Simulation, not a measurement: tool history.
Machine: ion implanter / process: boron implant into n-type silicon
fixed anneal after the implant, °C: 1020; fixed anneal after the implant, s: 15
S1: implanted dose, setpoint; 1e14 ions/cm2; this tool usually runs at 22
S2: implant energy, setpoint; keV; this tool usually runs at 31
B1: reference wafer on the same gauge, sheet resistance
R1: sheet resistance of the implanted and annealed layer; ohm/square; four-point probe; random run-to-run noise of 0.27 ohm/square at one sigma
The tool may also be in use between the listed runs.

Run 1, hour 0: usual settings; B1 63.57. Result: R1 62.15 ohm/square.
Run 2, hour 28.5: usual settings but S1 16.8 1e14 ions/cm2, S2 37 keV; B1 63.48. Result: R1 74.6 ohm/square.
Run 3, hour 84.4: usual settings but S1 16.8 1e14 ions/cm2, S2 37 keV; B1 63.51. Result: R1 74.87 ohm/square.
Run 4, hour 134.7: usual settings but S1 16.8 1e14 ions/cm2, S2 37 keV; B1 63.38. Result: R1 74.38 ohm/square.
Run 5, hour 174.6: usual settings but S1 17.29 1e14 ions/cm2; B1 63.33. Result: R1 74.25 ohm/square.
Run 6, hour 245: usual settings; B1 63.52. Result: R1 62.67 ohm/square.
At hour 272: Faraday cup replaced and dose calibrated.
Run 7, hour 287.9: usual settings; B1 63.42. Result: R1 63.81 ohm/square.
Run 8, hour 346.1: usual settings; B1 63.59. Result: R1 63.94 ohm/square.
Run 9, hour 381.3: usual settings; B1 63.49. Result: R1 64.28 ohm/square.
Run 10, hour 442.8: usual settings; B1 63.55. Result: R1 64.14 ohm/square.
Run 11, hour 488.5: usual settings; B1 63.46. Result: R1 64.4 ohm/square.
Run 12, hour 512.9: usual settings; B1 63.45. Result: R1 64.55 ohm/square.
Run 13, hour 544.1: usual settings but S2 38.5 keV; B1 63.47. Result: R1 62.59 ohm/square.
At hour 585.5: Faraday cup replaced and dose calibrated, repeated, since the last time left the tool worse.
Run 14, hour 602.9: usual settings but S2 38.5 keV; B1 63.58. Result: R1 59.52 ohm/square.
Run 15, hour 650.3: usual settings but S2 38.5 keV; B1 63.51. Result: R1 59.62 ohm/square.
Run 16, hour 682.1: usual settings but S2 34.5 keV; B1 63.61. Result: R1 60.7 ohm/square.
Run 17, hour 710.1: usual settings but S1 27.07 1e14 ions/cm2; B1 63.52. Result: R1 54.71 ohm/square.
Run 18, hour 736.7: usual settings; B1 63.53. Result: R1 61.77 ohm/square.
Run 19, hour 793.6: usual settings but S1 27.85 1e14 ions/cm2, S2 38.5 keV; B1 63.43. Result: R1 51.23 ohm/square.
Run 20, hour 821.2: usual settings but S1 17.29 1e14 ions/cm2; B1 63.57. Result: R1 73.83 ohm/square.
Run 21, hour 892.8: usual settings but S1 18.69 1e14 ions/cm2, S2 40.5 keV; B1 63.44. Result: R1 67.15 ohm/square.
Run 22, hour 948.4: usual settings; B1 63.68. Result: R1 62.37 ohm/square.
Run 23, hour 987.7: usual settings; B1 63.46. Result: R1 62.56 ohm/square.
Run 24, hour 1121.7: usual settings; B1 63.43. Result: R1 62.02 ohm/square.
At hour 1135.2: gauge calibrated.
Run 25, hour 1148.3: usual settings but S1 25.06 1e14 ions/cm2, S2 41 keV; B1 63.42. Result: R1 54.67 ohm/square.
Run 26, hour 1181.2: usual settings but S1 27.07 1e14 ions/cm2; B1 63.63. Result: R1 54.67 ohm/square.
Run 27, hour 1243.7: usual settings but S1 25.92 1e14 ions/cm2, S2 39.5 keV; B1 63.38. Result: R1 53.41 ohm/square.
At hour 1292.5: Faraday cup replaced and dose calibrated.
At hour 1293.8: extraction supply calibrated.
Run 28, hour 1304.7: usual settings but S1 16.17 1e14 ions/cm2, S2 34.5 keV; B1 63.5. Result: R1 75.79 ohm/square.
Run 29, hour 1355.9: usual settings; B1 63.38. Result: R1 61.8 ohm/square.
Run 30, hour 1408.9: usual settings but S1 19.19 1e14 ions/cm2, S2 25.5 keV; B1 63.59. Result: R1 69.93 ohm/square.
Run 31, hour 1459.9: usual settings but S1 18.11 1e14 ions/cm2, S2 35 keV; B1 63.56. Result: R1 69.34 ohm/square.
Run 32, hour 1489.9: usual settings but S1 19.16 1e14 ions/cm2, S2 39.5 keV; B1 63.51. Result: R1 65.65 ohm/square.
Run 33, hour 1542.9: usual settings but S1 20.05 1e14 ions/cm2, S2 26.5 keV; B1 63.48. Result: R1 67.38 ohm/square.
Run 34, hour 1601.4: usual settings but S1 25.65 1e14 ions/cm2, S2 22.5 keV; B1 63.47. Result: R1 61.92 ohm/square.
Run 35, hour 1636.6: usual settings but S1 23.98 1e14 ions/cm2; B1 63.52. Result: R1 58.82 ohm/square.

3 ways to go on from here, each from the tool as it stands after run 35. What would each give?
Run A, hour 1637: usual settings; B1 ?. Result: R1 ?.
Run B, hour 1637: usual settings but S1 24.65 1e14 ions/cm2, S2 38.5 keV; B1 ?. Result: R1 ?.
Run C, hour 1637: usual settings but S1 18.55 1e14 ions/cm2, S2 38 keV; B1 ?. Result: R1 ?.

run     B1     R1
  A  63.43  61.76
  B  63.43  55.05
  C  63.43  67.97
The same runs, with their run-to-run variation unchanged, on a tool lacking any hidden condition would have given:
run     R1
  A  61.36
  B  54.69
  C  67.46
